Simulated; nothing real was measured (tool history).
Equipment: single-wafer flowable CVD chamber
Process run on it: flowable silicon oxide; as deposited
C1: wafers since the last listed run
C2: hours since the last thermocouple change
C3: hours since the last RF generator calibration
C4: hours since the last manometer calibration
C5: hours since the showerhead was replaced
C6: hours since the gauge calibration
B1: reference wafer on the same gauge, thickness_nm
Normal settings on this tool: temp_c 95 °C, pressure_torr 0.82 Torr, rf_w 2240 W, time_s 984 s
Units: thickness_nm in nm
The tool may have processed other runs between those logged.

{"run": 1, "hour": 0.0, "temp_c": 95, "pressure_torr": 0.82, "rf_w": 2240, "time_s": 984, "C1": 0, "C2": 2551.8, "C3": 1572.7, "C4": 1631.2, "C5": 3327.1, "C6": 34.4, "B1": 763.858, "thickness_nm": 919.919}
{"run": 2, "hour": 10.3, "temp_c": 95, "pressure_torr": 0.82, "rf_w": 2240, "time_s": 984, "C1": 20, "C2": 2562.1, "C3": 1583, "C4": 1641.5, "C5": 3337.4, "C6": 44.7, "B1": 764.217, "thickness_nm": 914.013}
{"run": 3, "hour": 25.8, "temp_c": 95, "pressure_torr": 0.82, "rf_w": 2240, "time_s": 984, "C1": 30, "C2": 2577.6, "C3": 1598.5, "C4": 1657, "C5": 3352.9, "C6": 60.2, "B1": 764.347, "thickness_nm": 918.453}
{"run": 4, "hour": 43.2, "temp_c": 95, "pressure_torr": 0.74, "rf_w": 2240, "time_s": 984, "C1": 34, "C2": 2595, "C3": 1615.9, "C4": 1674.4, "C5": 3370.3, "C6": 77.6, "B1": 763.712, "thickness_nm": 828.677}
{"run": 5, "hour": 52.6, "temp_c": 95, "pressure_torr": 0.82, "rf_w": 2240, "time_s": 984, "C1": 18, "C2": 2604.4, "C3": 1625.3, "C4": 1683.8, "C5": 3379.7, "C6": 87, "B1": 764.222, "thickness_nm": 918.466}
{"run": 6, "hour": 68.3, "temp_c": 99, "pressure_torr": 0.82, "rf_w": 2240, "time_s": 984, "C1": 31, "C2": 2620.1, "C3": 1641, "C4": 1699.5, "C5": 3395.4, "C6": 102.7, "B1": 764.334, "thickness_nm": 803.106}
{"run": 7, "hour": 82.1, "temp_c": 95, "pressure_torr": 0.82, "rf_w": 2240, "time_s": 984, "C1": 27, "C2": 2633.9, "C3": 1654.8, "C4": 1713.3, "C5": 3409.2, "C6": 116.5, "B1": 764.271, "thickness_nm": 919.747}
{"run": 8, "hour": 91.2, "temp_c": 95, "pressure_torr": 0.82, "rf_w": 2240, "time_s": 984, "C1": 18, "C2": 2643, "C3": 1663.9, "C4": 1722.4, "C5": 3418.3, "C6": 125.6, "B1": 763.964, "thickness_nm": 923.186}
{"run": 9, "hour": 106.2, "temp_c": 95, "pressure_torr": 0.82, "rf_w": 2240, "time_s": 984, "C1": 29, "C2": 2658, "C3": 1678.9, "C4": 1737.4, "C5": 3433.3, "C6": 140.6, "B1": 763.965, "thickness_nm": 916.527}
{"hour": 116.5, "done": "showerhead replaced"}
{"run": 10, "hour": 117.0, "temp_c": 95, "pressure_torr": 0.82, "rf_w": 2240, "time_s": 984, "C1": 5, "C2": 2668.8, "C3": 1689.7, "C4": 1748.2, "C5": 0.5, "C6": 151.4, "B1": 764.127, "thickness_nm": 917.203}
{"run": 11, "hour": 126.1, "temp_c": 95, "pressure_torr": 0.82, "rf_w": 2240, "time_s": 984, "C1": 18, "C2": 2677.9, "C3": 1698.8, "C4": 1757.3, "C5": 9.6, "C6": 160.5, "B1": 763.481, "thickness_nm": 918.815}
{"run": 12, "hour": 141.6, "temp_c": 95, "pressure_torr": 0.82, "rf_w": 2240, "time_s": 984, "C1": 30, "C2": 2693.4, "C3": 1714.3, "C4": 1772.8, "C5": 25.1, "C6": 176, "B1": 763.794, "thickness_nm": 918.116}
{"run": 13, "hour": 151.1, "temp_c": 95, "pressure_torr": 0.82, "rf_w": 2240, "time_s": 984, "C1": 18, "C2": 2702.9, "C3": 1723.8, "C4": 1782.3, "C5": 34.6, "C6": 185.5, "B1": 764.169, "thickness_nm": 915.425}
{"run": 14, "hour": 163.2, "temp_c": 88, "pressure_torr": 0.911, "rf_w": 2050, "time_s": 1075, "C1": 24, "C2": 2715, "C3": 1735.9, "C4": 1794.4, "C5": 46.7, "C6": 197.6, "B1": 764.006, "thickness_nm": 1354.522}
{"run": 15, "hour": 169.4, "temp_c": 95, "pressure_torr": 0.892, "rf_w": 2240, "time_s": 984, "C1": 12, "C2": 2721.2, "C3": 1742.1, "C4": 1800.6, "C5": 52.9, "C6": 203.8, "B1": 763.886, "thickness_nm": 1003.39}
{"run": 16, "hour": 176.6, "temp_c": 95, "pressure_torr": 0.82, "rf_w": 2035, "time_s": 984, "C1": 14, "C2": 2728.4, "C3": 1749.3, "C4": 1807.8, "C5": 60.1, "C6": 211, "B1": 763.963, "thickness_nm": 899.06}
{"hour": 186.3, "done": "gauge calibrated"}
{"hour": 225.0, "done": "capacitance manometer re-zeroed and calibrated"}
{"run": 17, "hour": 225.5, "temp_c": 95, "pressure_torr": 0.82, "rf_w": 2240, "time_s": 984, "C1": 81, "C2": 2777.3, "C3": 1798.2, "C4": 0.5, "C5": 109, "C6": 39.2, "B1": 764.174, "thickness_nm": 924.403}

Predict the results of run 18:
{"hour": 255.3, "done": "thermocouple changed; heater temperature recalibrated"}
{"run": 18, "hour": 255.8, "temp_c": 95, "pressure_torr": 0.82, "rf_w": 2240, "time_s": 984, "C1": 44, "C2": 0.5, "C3": 1828.5, "C4": 30.8, "C5": 139.3, "C6": 69.5, "B1": "?", "thickness_nm": "?"}

Run 18 produced B1 763.857, thickness_nm 753.415 nm.
Were there no unlogged condition in the tool, this run, its random variation unchanged, would have produced thickness_nm 755.77 nm.
